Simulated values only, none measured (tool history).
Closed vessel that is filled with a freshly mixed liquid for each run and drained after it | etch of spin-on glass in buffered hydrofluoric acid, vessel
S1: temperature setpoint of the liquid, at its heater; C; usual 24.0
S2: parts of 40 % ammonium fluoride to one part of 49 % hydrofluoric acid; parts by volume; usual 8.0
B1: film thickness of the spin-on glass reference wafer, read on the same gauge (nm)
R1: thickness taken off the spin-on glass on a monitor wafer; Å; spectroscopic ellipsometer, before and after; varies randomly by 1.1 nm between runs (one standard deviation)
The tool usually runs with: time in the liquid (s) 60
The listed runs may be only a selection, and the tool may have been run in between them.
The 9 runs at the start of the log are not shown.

run 10 hour=589.3 | S1=24.0 S2=8.0 time_in_the_liquid_(s)=60 | B1=109.97 | R1=2208.4
-- hour=609.4 thermometer replaced
run 11 hour=758.2 | S1=24.0 S2=8.0 time_in_the_liquid_(s)=60 | B1=109.99 | R1=2205.5
-- hour=825.0 gauge calibrated
run 12 hour=853.1 | S1=24.0 S2=8.0 time_in_the_liquid_(s)=60 | B1=110.04 | R1=2194.7
run 13 hour=941.1 | S1=26.0 S2=7.0 time_in_the_liquid_(s)=45 | B1=109.98 | R1=2104.7
run 14 hour=1040.8 | S1=24.0 S2=8.0 time_in_the_liquid_(s)=60 | B1=109.99 | R1=2182.7
run 15 hour=1117.4 | S1=24.0 S2=8.0 time_in_the_liquid_(s)=60 | B1=109.98 | R1=2179.8
run 16 hour=1205.3 | S1=24.0 S2=6.0 time_in_the_liquid_(s)=75 | B1=110.00 | R1=3643.7
run 17 hour=1286.5 | S1=24.0 S2=8.0 time_in_the_liquid_(s)=70 | B1=110.00 | R1=2549.6
run 18 hour=1367.2 | S1=24.0 S2=8.0 time_in_the_liquid_(s)=30 | B1=109.95 | R1=1077.9
-- hour=1383.7 hydrofluoric acid flow meter replaced
run 19 hour=1429.0 | S1=24.0 S2=8.0 time_in_the_liquid_(s)=60 | B1=109.98 | R1=2244.1
run 20 hour=1530.3 | S1=24.0 S2=8.0 time_in_the_liquid_(s)=60 | B1=110.02 | R1=2253.9
run 21 hour=1634.4 | S1=24.0 S2=9.0 time_in_the_liquid_(s)=30 | B1=109.99 | R1=989.8
run 22 hour=1699.0 | S1=24.0 S2=8.0 time_in_the_liquid_(s)=60 | B1=110.02 | R1=2229.5
run 23 hour=1960.2 | S1=27.0 S2=9.0 time_in_the_liquid_(s)=30 | B1=110.01 | R1=1161.5
run 24 hour=2032.6 | S1=28.5 S2=8.0 time_in_the_liquid_(s)=60 | B1=110.00 | R1=2804.3
run 25 hour=2069.6 | S1=24.0 S2=8.0 time_in_the_liquid_(s)=60 | B1=110.01 | R1=2222.8
-- hour=2073.7 thermometer replaced
run 26 hour=2138.6 | S1=24.0 S2=8.0 time_in_the_liquid_(s)=60 | B1=110.04 | R1=2241.7
run 27 hour=2236.9 | S1=21.5 S2=6.0 time_in_the_liquid_(s)=35 | B1=110.06 | R1=1484.7
run 28 hour=2364.8 | S1=27.5 S2=5.5 time_in_the_liquid_(s)=45 | B1=109.98 | R1=2855.2
run 29 hour=2419.0 | S1=20.0 S2=5.5 time_in_the_liquid_(s)=35 | B1=110.00 | R1=1472.9
run 30 hour=2526.6 | S1=26.0 S2=10.0 time_in_the_liquid_(s)=75 | B1=110.02 | R1=2517.0
run 31 hour=2592.5 | S1=19.5 S2=9.5 time_in_the_liquid_(s)=30 | B1=109.98 | R1=736.6
run 32 hour=2629.1 | S1=27.0 S2=9.0 time_in_the_liquid_(s)=85 | B1=109.99 | R1=3258.4
run 33 hour=2741.2 | S1=24.0 S2=8.0 time_in_the_liquid_(s)=60 | B1=109.96 | R1=2192.1
run 34 hour=2833.9 | S1=27.0 S2=9.5 time_in_the_liquid_(s)=40 | B1=109.97 | R1=1487.9

3 ways to go on from here, each from the tool as it stands after run 34. What would each give?
run A hour=2834.6 | S1=24.0 S2=8.0 time_in_the_liquid_(s)=60 | B1=? | R1=?
run B hour=2834.6 | S1=28.0 S2=9.5 time_in_the_liquid_(s)=70 | B1=? | R1=?
run C hour=2834.6 | S1=24.0 S2=5.0 time_in_the_liquid_(s)=60 | B1=? | R1=?

run=A B1=110.03 R1=2183.4
run=B B1=110.03 R1=2726.4
run=C B1=110.03 R1=3388.8
Take away the tool's hidden state, keep each run's random variation, and the runs would have read:
run=A R1=2260.0
run=B R1=2781.6
run=C R1=3481.3
